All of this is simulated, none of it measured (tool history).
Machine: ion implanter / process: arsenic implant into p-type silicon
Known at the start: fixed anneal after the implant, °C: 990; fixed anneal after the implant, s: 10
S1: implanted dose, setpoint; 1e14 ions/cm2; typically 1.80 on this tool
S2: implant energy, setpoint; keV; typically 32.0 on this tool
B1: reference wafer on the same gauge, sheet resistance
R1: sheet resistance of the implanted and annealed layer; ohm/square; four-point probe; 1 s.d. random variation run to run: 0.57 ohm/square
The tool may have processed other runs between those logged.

| run | hour | S1 | S2 | B1 | R1 |
|---|---|---|---|---|---|
| 1 | 0.0 | 2.17 | 32.0 | 392.09 | 334.90 |
| 2 | 107.7 | 1.40 | 24.0 | 391.95 | 481.29 |
| 3 | 192.3 | 1.80 | 28.0 | 391.99 | 393.56 |
| 4 | 289.6 | 1.80 | 32.0 | 391.88 | 385.36 |
| 5 | 397.3 | 1.80 | 32.0 | 392.26 | 384.75 |
| 6 | 465.1 | 1.54 | 32.0 | 392.16 | 430.25 |
| 7 | 573.0 | 1.80 | 32.0 | 392.00 | 385.33 |
| 8 | 640.5 | 1.80 | 32.0 | 392.11 | 384.84 |
| 9 | 710.5 | 1.80 | 38.0 | 392.03 | 374.89 |
|  | 728.9 | gauge calibrated |
| 10 | 811.3 | 1.80 | 32.0 | 391.87 | 386.16 |
| 11 | 1103.2 | 1.80 | 32.0 | 392.18 | 387.22 |
| 12 | 1197.1 | 1.80 | 32.0 | 391.86 | 386.07 |
|  | 1255.7 | Faraday cup replaced and dose calibrated |
| 13 | 1276.4 | 1.38 | 24.5 | 392.07 | 481.42 |
| 14 | 1327.7 | 2.33 | 37.0 | 392.04 | 309.47 |
| 15 | 1429.1 | 1.80 | 36.0 | 391.82 | 373.83 |
| 16 | 1521.8 | 1.80 | 32.0 | 392.08 | 382.03 |
| 17 | 1570.8 | 1.80 | 38.0 | 391.99 | 370.75 |
| 18 | 1649.3 | 2.17 | 32.0 | 391.95 | 333.34 |
| 19 | 1689.0 | 1.80 | 32.0 | 392.01 | 381.70 |
| 20 | 1790.4 | 1.80 | 32.0 | 391.72 | 382.54 |
| 21 | 1871.7 | 1.80 | 38.0 | 392.11 | 372.44 |
| 22 | 1939.2 | 1.57 | 32.0 | 391.84 | 421.21 |
| 23 | 1998.6 | 1.80 | 36.5 | 391.68 | 376.41 |
|  | 2013.6 | extraction supply calibrated |
| 24 | 2103.3 | 1.52 | 41.5 | 391.84 | 415.93 |
| 25 | 2160.8 | 1.33 | 40.0 | 391.76 | 458.82 |
| 26 | 2208.2 | 2.16 | 35.5 | 391.98 | 333.87 |
| 27 | 2248.6 | 1.46 | 23.0 | 392.04 | 474.07 |
| 28 | 2323.7 | 1.80 | 32.0 | 391.85 | 386.76 |
| 29 | 2382.1 | 1.80 | 38.0 | 392.21 | 376.25 |
| 30 | 2425.2 | 2.24 | 38.0 | 392.02 | 322.11 |
| 31 | 2529.9 | 1.80 | 35.5 | 391.82 | 380.66 |
| 32 | 2617.0 | 1.80 | 32.0 | 392.13 | 386.84 |
| 33 | 2701.0 | 1.80 | 32.0 | 392.23 | 387.63 |
| 34 | 2806.4 | 1.29 | 43.0 | 391.96 | 464.21 |
| 35 | 2872.8 | 2.12 | 22.0 | 391.73 | 365.67 |
|  | 2912.8 | Faraday cup replaced and dose calibrated |
| 36 | 2963.9 | 2.01 | 40.5 | 392.01 | 340.43 |
| 37 | 3039.2 | 1.80 | 24.0 | 392.27 | 401.07 |

Measured minus without-hidden-state, run by run (identical run-to-run variation in each term; gauge scatter may differ):
What the log doesn't record here: deviation of the true dose from the Faraday cup's reading, %; deviation of the true energy from its setpoint, %; gauge reads high (%).
| run | R1 |
|---|---|
| 1 | +0.62 |
| 2 | +1.26 |
| 3 | +1.32 |
| 4 | +1.56 |
| 5 | +1.86 |
| 6 | +2.25 |
| 7 | +2.39 |
| 8 | +2.58 |
| 9 | +2.67 |
| 10 | +3.10 |
| 11 | +3.98 |
| 12 | +4.25 |
| 13 | -2.03 |
| 14 | -1.12 |
| 15 | -1.15 |
| 16 | -0.87 |
| 17 | -0.75 |
| 18 | -0.36 |
| 19 | -0.38 |
| 20 | -0.08 |
| 21 | +0.09 |
| 22 | +0.29 |
| 23 | +0.47 |
| 24 | +3.34 |
| 25 | +3.83 |
| 26 | +3.04 |
| 27 | +4.44 |
| 28 | +3.83 |
| 29 | +3.86 |
| 30 | +3.47 |
| 31 | +4.34 |
| 32 | +4.70 |
| 33 | +4.96 |
| 34 | +5.90 |
| 35 | +5.38 |
| 36 | +0.31 |
| 37 | +0.66 |
